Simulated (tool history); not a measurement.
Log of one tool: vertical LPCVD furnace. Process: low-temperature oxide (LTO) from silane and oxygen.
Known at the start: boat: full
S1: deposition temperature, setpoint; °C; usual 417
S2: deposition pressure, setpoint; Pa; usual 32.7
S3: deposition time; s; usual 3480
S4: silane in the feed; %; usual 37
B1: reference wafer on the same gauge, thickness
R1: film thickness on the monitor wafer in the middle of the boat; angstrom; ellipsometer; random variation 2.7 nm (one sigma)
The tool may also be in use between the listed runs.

run	day	S1	S2	S3	S4	B1	R1
1	0	417	32.7	3480	41	631.12	7696.4
2	2.071	417	32.7	3480	41	631.13	7762.9
3	9.458	417	32.7	3480	37	630.82	6899.3
4	12.05	417	32.7	3480	37	630.83	6920
5	14.692	417	32.7	3900	37	631.26	7788.3
6	17.558	417	32.7	3480	37	631.18	6950.4
7	18.983	417	32.7	3480	37	630.84	6926.5
8	21.638	417	32.7	3480	35	631.33	6474
# day 23.971: gauge calibrated
9	26.112	417	32.7	3480	37	631.03	7004.9
10	27.388	417	32.7	3480	37	631.26	6913.9
11	29.696	417	39.3	3480	37	631.55	8364.3
12	30.717	417	32.7	3480	37	630.85	6927.3
13	32.479	417	32.7	3480	37	630.94	6960.8
14	33.625	413	32.7	3480	37	630.87	6701.5
15	34.892	409	32.7	3480	43	631.08	7580.8
16	37.483	417	32.7	4680	37	630.93	9375
# day 39.925: thermocouples replaced and temperature profile calibrated
# day 39.962: silane flow controller replaced
17	39.983	410	38.7	3990	37	631.16	8425.5
18	40.392	417	32.7	2370	34	630.67	4081
19	47.917	417	32.7	3480	37	630.99	6793.7
# day 49.254: pressure gauge zeroed
20	49.271	417	32.7	3480	37	630.65	6772.7
21	50.954	417	32.7	3480	37	631.14	6779.5
22	52.333	417	36	3480	37	630.93	7523.8
23	55.175	420	38.7	2550	44	630.99	7383.8
24	58.092	408	36	2460	42	630.49	5621.6
25	61.562	412	36.7	3930	40	630.42	9030.6
26	63.575	417	32.7	3480	37	630.75	6912.2
27	70.483	427	32.7	3480	37	630.57	7656.4
28	72.067	417	32.7	3480	37	630.32	6914.1
29	74.4	417	28	3480	37	630.89	5935.4
30	75.888	417	32.7	4620	37	630.8	9193.5
31	78.583	417	32.7	3480	37	631.08	6946.9

Some steps in R1 between neighbouring runs. How much of each would the tool show without its hidden state too (settings, what came in, random variation), and how much is left for the hidden state, with any gauge scatter that isn't in both results?
The hidden state here: true tube temperature minus thermocouple reading, K; true pressure minus gauge reading, mTorr; deviation of the silane flow from its setpoint, %; gauge reads high (%).
Run 16 -> 17: S1 417 -> 410, S2 32.7 -> 38.7, S3 4680 -> 3990, thermocouples replaced and temperature profile calibrated, silane flow controller replaced. R1 -949.5 angstrom: hidden state -378.9, all else -570.6.
Run 17 -> 18: S1 410 -> 417, S2 38.7 -> 32.7, S3 3990 -> 2370, S4 37 -> 34. R1 -4344.5 angstrom: hidden state -26.3, all else -4318.2.
Run 24 -> 25: S1 408 -> 412, S2 36 -> 36.7, S3 2460 -> 3930, S4 42 -> 40. R1 +3409 angstrom: hidden state +128.9, all else +3280.1.
Run 29 -> 30: S2 28 -> 32.7, S3 3480 -> 4620. R1 +3258.1 angstrom: hidden state +137.1, all else +3121.
